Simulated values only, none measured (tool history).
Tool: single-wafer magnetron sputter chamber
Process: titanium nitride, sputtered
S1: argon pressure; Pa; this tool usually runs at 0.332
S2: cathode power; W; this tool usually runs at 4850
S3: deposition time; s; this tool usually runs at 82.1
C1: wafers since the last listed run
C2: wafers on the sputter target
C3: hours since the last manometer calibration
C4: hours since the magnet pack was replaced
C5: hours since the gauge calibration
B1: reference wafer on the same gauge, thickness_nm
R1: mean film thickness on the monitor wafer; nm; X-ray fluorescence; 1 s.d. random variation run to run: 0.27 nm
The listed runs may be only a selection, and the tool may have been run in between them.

| run | hour | S1 | S2 | S3 | C1 | C2 | C3 | C4 | C5 | B1 | R1 |
|---|---|---|---|---|---|---|---|---|---|---|---|
| 1 | 0 | 0.332 | 4850 | 82.1 | 0 | 2057 | 1889.2 | 4947 | 723.6 | 66.497 | 73.462 |
| 2 | 61.2 | 0.332 | 4850 | 82.1 | 775 | 2832 | 1950.4 | 5008.2 | 784.8 | 66.372 | 73.305 |
| 3 | 101.7 | 0.332 | 4850 | 82.1 | 512 | 3345 | 1990.9 | 5048.7 | 825.3 | 66.259 | 73.399 |
| 4 | 156 | 0.332 | 4850 | 82.1 | 687 | 4033 | 2045.2 | 5103 | 879.6 | 66.172 | 73.059 |
| 5 | 210.3 | 0.332 | 4850 | 82.1 | 687 | 4721 | 2099.5 | 5157.3 | 933.9 | 66.037 | 72.693 |
| 6 | 247 | 0.332 | 4850 | 82.1 | 464 | 5186 | 2136.2 | 5194 | 970.6 | 66.028 | 73.04 |
| 7 | 297.9 | 0.332 | 4250 | 87.3 | 644 | 5830 | 2187.1 | 5244.9 | 1021.5 | 65.845 | 69.965 |
| 8 | 346.6 | 0.332 | 4250 | 87.3 | 616 | 6447 | 2235.8 | 5293.6 | 1070.2 | 65.82 | 69.044 |
| 9 | 388.5 | 0.332 | 4250 | 87.3 | 530 | 6978 | 2277.7 | 5335.5 | 1112.1 | 65.715 | 69.419 |
|  | 518 | gauge calibrated |
|  | 527 | magnet pack replaced |
| 10 | 527.5 | 0.431 | 4850 | 82.1 | 1659 | 8637 | 2416.7 | 0.5 | 9.5 | 67.274 | 70.919 |
|  | 541.9 | sputter target and shields replaced |
| 11 | 553.9 | 0.383 | 4350 | 82.1 | 233 | 151 | 2443.1 | 26.9 | 35.9 | 67.254 | 66.316 |
| 12 | 585.2 | 0.379 | 5350 | 97.8 | 396 | 547 | 2474.4 | 58.2 | 67.2 | 67.081 | 94.134 |
| 13 | 623.1 | 0.241 | 4850 | 93.1 | 480 | 1027 | 2512.3 | 96.1 | 105.1 | 67.061 | 86.925 |

Expected results for the next run?
| 14 | 657.9 | 0.332 | 4850 | 82.1 | 440 | 1468 | 2547.1 | 130.9 | 139.9 | ? | ? |

Run 14 yielded B1 66.952, R1 74.171 nm.
If the tool had no hidden condition, the same run with the same run-to-run variation would have returned R1 74.904 nm.
